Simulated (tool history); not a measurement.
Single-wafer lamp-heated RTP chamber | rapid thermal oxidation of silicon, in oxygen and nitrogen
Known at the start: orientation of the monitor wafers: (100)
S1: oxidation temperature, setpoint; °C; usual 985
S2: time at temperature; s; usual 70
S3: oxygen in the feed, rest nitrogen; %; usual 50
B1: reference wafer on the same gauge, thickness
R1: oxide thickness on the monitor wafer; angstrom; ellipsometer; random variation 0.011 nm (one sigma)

run   hour   S1  S2  S3     B1     R1
  1      0  985  70  50  3.669  44.54
  2     25  985  70  50   3.67  44.62
  3   52.9  985  70  50   3.67  44.61
  4   71.8  985  70  50  3.671  44.63
  5   97.7  985  61  50  3.674  42.28
     106.7  -- gauge calibrated
  6  116.4  985  61  50   3.67  42.18
  7  131.5  985  61  50  3.669  42.27
  8  160.9  985  70  39   3.67  41.23
  9  183.3  985  70  39   3.67  41.33
     210.5  -- pyrometer window cleaned and pyrometer calibrated
 10    211  985  54  50  3.667  40.11
 11  225.9  985  70  34  3.669  39.59
 12  255.3  985  70  69  3.671  49.62
 13  285.8  985  70  50  3.669  44.32
 14  301.6  985  70  50  3.666  44.74
 15  335.3  985  70  50   3.67  44.51
 16  355.5  965  57  50  3.671     36
     380.1  -- oxygen flow controller replaced
 17  380.6  958  97  66   3.67  46.04
       386  -- gauge calibrated
 18    396  975  45  28  3.669   30.3
 19  421.4  985  80  50  3.673  47.05
 20  434.1  972  99  76  3.669  53.94
 21  448.1  995  92  39  3.671  49.35
 22  461.8  993  57  24  3.671  34.93
 23  497.4  977  70  67   3.67  46.29

4 ways to go on from here, each from the tool as it stands after run 23. What would each give?
  A  497.8   985  89  50   ?   ?
  B  497.8   969  96  39   ?   ?
  C  497.8   985  70  80   ?   ?
  D  497.8  1015  70  50   ?   ?

run    B1     R1
  A  3.67  49.41
  B  3.67  42.13
  C  3.67  52.18
  D  3.67   55.1
Without the tool's hidden state the same runs would have given:
run     R1
  A  49.41
  B  42.13
  C  52.18
  D   55.1

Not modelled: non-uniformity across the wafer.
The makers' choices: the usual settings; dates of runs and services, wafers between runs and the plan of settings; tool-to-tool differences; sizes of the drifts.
